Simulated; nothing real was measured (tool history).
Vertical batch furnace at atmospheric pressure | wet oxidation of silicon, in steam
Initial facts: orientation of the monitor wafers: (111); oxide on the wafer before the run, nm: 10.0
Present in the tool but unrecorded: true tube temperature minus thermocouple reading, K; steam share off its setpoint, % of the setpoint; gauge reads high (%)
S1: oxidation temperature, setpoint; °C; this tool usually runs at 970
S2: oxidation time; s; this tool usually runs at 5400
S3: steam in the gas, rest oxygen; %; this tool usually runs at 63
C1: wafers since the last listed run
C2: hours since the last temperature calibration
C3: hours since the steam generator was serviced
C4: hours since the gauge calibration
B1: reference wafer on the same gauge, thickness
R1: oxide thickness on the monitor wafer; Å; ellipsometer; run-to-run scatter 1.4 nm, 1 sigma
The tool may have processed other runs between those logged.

Run 1, day 0: usual settings; C1 0; C2 2171.7; C3 2953.7; C4 526.7; B1 427.12. Result: R1 3472.2 Å.
Run 2, day 1.071: usual settings; C1 386; C2 2197.4; C3 2979.4; C4 552.4; B1 427.46. Result: R1 3495.3 Å.
Run 3, day 2.167: usual settings; C1 395; C2 2223.7; C3 3005.7; C4 578.7; B1 426.86. Result: R1 3499.6 Å.
Run 4, day 3.042: usual settings; C1 315; C2 2244.7; C3 3026.7; C4 599.7; B1 426.96. Result: R1 3467.1 Å.
Run 5, day 4.983: usual settings but S1 981 °C; C1 700; C2 2291.3; C3 3073.3; C4 646.3; B1 427.06. Result: R1 3744.7 Å.
Run 6, day 6.021: usual settings but S1 981 °C; C1 374; C2 2316.2; C3 3098.2; C4 671.2; B1 426.97. Result: R1 3759.9 Å.
Run 7, day 7.3: usual settings but S1 981 °C; C1 461; C2 2346.9; C3 3128.9; C4 701.9; B1 426.48. Result: R1 3748.8 Å.
Run 8, day 8.546: usual settings but S3 70 %; C1 449; C2 2376.8; C3 3158.8; C4 731.8; B1 427.16. Result: R1 3696 Å.
Run 9, day 9.625: usual settings but S3 70 %; C1 389; C2 2402.7; C3 3184.7; C4 757.7; B1 426.91. Result: R1 3737.9 Å.
At day 13.367: gauge calibrated.
Run 10, day 14.121: usual settings but S3 70 %; C1 1621; C2 2510.6; C3 3292.6; C4 18.1; B1 426.96. Result: R1 3719.8 Å.
Run 11, day 14.642: usual settings but S3 66 %; C1 187; C2 2523.1; C3 3305.1; C4 30.6; B1 426.74. Result: R1 3597.9 Å.
Run 12, day 15.854: usual settings but S3 66 %; C1 437; C2 2552.2; C3 3334.2; C4 59.7; B1 426.89. Result: R1 3577.3 Å.
Run 13, day 16.525: usual settings but S1 955 °C; C1 241; C2 2568.3; C3 3350.3; C4 75.8; B1 427.08. Result: R1 3131.4 Å.
Run 14, day 17.1: usual settings but S1 955 °C; C1 207; C2 2582.1; C3 3364.1; C4 89.6; B1 426.49. Result: R1 3137.9 Å.
Run 15, day 18.554: usual settings but S1 955 °C; C1 524; C2 2617; C3 3399; C4 124.5; B1 426.89. Result: R1 3127 Å.
Run 16, day 19.983: usual settings; C1 515; C2 2651.3; C3 3433.3; C4 158.8; B1 427.06. Result: R1 3480.5 Å.
Run 17, day 21.2: usual settings; C1 438; C2 2680.5; C3 3462.5; C4 188; B1 426.96. Result: R1 3485 Å.
Run 18, day 21.7: usual settings; C1 180; C2 2692.5; C3 3474.5; C4 200; B1 426.89. Result: R1 3482.1 Å.
Run 19, day 22.208: usual settings; C1 183; C2 2704.7; C3 3486.7; C4 212.2; B1 426.91. Result: R1 3481.4 Å.
Run 20, day 23.354: usual settings but S2 4320 s, S3 69 %; C1 413; C2 2732.2; C3 3514.2; C4 239.7; B1 426.97. Result: R1 3191.2 Å.
Run 21, day 24.542: usual settings but S3 57 %; C1 428; C2 2760.7; C3 3542.7; C4 268.2; B1 426.86. Result: R1 3248.1 Å.
Run 22, day 25.233: usual settings but S1 957 °C, S2 6960 s; C1 249; C2 2777.3; C3 3559.3; C4 284.8; B1 427.33. Result: R1 3767 Å.
Run 23, day 25.929: usual settings; C1 250; C2 2794; C3 3576; C4 301.5; B1 427.11. Result: R1 3471.9 Å.
At day 27.408: steam generator serviced.
Run 24, day 27.429: usual settings but S1 993 °C, S2 3210 s, S3 75 %; C1 180; C2 2830; C3 0.5; C4 337.5; B1 426.73. Result: R1 3391.7 Å.
Run 25, day 27.921: usual settings; C1 177; C2 2841.8; C3 12.3; C4 349.3; B1 427.23. Result: R1 3668.8 Å.
At day 30.6: thermocouples replaced and temperature profile calibrated.
Run 26, day 30.621: usual settings but S3 68 %; C1 613; C2 0.5; C3 77.1; C4 414.1; B1 427.16. Result: R1 3865 Å.
Run 27, day 30.858: usual settings but S1 955 °C, S2 4230 s, S3 58 %; C1 85; C2 6.2; C3 82.8; C4 419.8; B1 427.17. Result: R1 2629.2 Å.
Run 28, day 31.479: usual settings but S3 71 %; C1 223; C2 21.1; C3 97.7; C4 434.7; B1 426.92. Result: R1 3965.3 Å.
Run 29, day 32.262: usual settings but S1 962 °C, S2 7980 s; C1 282; C2 39.9; C3 116.5; C4 453.5; B1 426.74. Result: R1 4456.6 Å.
Run 30, day 36.121: usual settings; C1 1391; C2 132.5; C3 209.1; C4 546.1; B1 427.11. Result: R1 3637.6 Å.
Run 31, day 36.662: usual settings but S2 7800 s, S3 67 %; C1 195; C2 145.5; C3 222.1; C4 559.1; B1 427.14. Result: R1 4778.7 Å.
Run 32, day 37.846: usual settings but S2 6120 s, S3 59 %; C1 426; C2 173.9; C3 250.5; C4 587.5; B1 426.74. Result: R1 3766.4 Å.
Run 33, day 38.4: usual settings but S1 946 °C, S2 4410 s; C1 199; C2 187.2; C3 263.8; C4 600.8; B1 427.25. Result: R1 2645.8 Å.
Run 34, day 39.854: usual settings but S1 950 °C, S2 4380 s, S3 60 %; C1 524; C2 222.1; C3 298.7; C4 635.7; B1 426.89. Result: R1 2638.1 Å.
Run 35, day 44.021: usual settings; C1 1502; C2 322.1; C3 398.7; C4 735.7; B1 427.34. Result: R1 3631.2 Å.
Run 36, day 44.971: usual settings but S1 993 °C, S2 4290 s, S3 53 %; C1 342; C2 344.9; C3 421.5; C4 758.5; B1 427.27. Result: R1 3242 Å.
Run 37, day 46.2: usual settings but S1 959 °C; C1 443; C2 374.4; C3 451; C4 788; B1 427.01. Result: R1 3340.5 Å.
Run 38, day 46.958: usual settings but S1 962 °C, S2 6690 s, S3 55 %; C1 273; C2 392.6; C3 469.2; C4 806.2; B1 427.05. Result: R1 3574 Å.

Forecast each of these 4 alternatives for the next run:
Run A, day 47.196: usual settings but S1 989 °C; C1 85; C2 398.3; C3 474.9; C4 811.9; B1 ?. Result: R1 ?.
Run B, day 47.196: usual settings but S1 983 °C, S2 6510 s, S3 68 %; C1 85; C2 398.3; C3 474.9; C4 811.9; B1 ?. Result: R1 ?.
Run C, day 47.196: usual settings but S1 948 °C, S3 71 %; C1 85; C2 398.3; C3 474.9; C4 811.9; B1 ?. Result: R1 ?.
Run D, day 47.196: usual settings but S1 995 °C, S3 70 %; C1 85; C2 398.3; C3 474.9; C4 811.9; B1 ?. Result: R1 ?.

run      B1      R1
  A  427.31  4061.7
  B  427.31  4620.2
  C  427.31  3342.3
  D  427.31  4487.6
The same runs, with their run-to-run variation unchanged, on a tool lacking any hidden condition would have given:
run      R1
  A  4153.1
  B  4723.2
  C  3424.4
  D  4586.4

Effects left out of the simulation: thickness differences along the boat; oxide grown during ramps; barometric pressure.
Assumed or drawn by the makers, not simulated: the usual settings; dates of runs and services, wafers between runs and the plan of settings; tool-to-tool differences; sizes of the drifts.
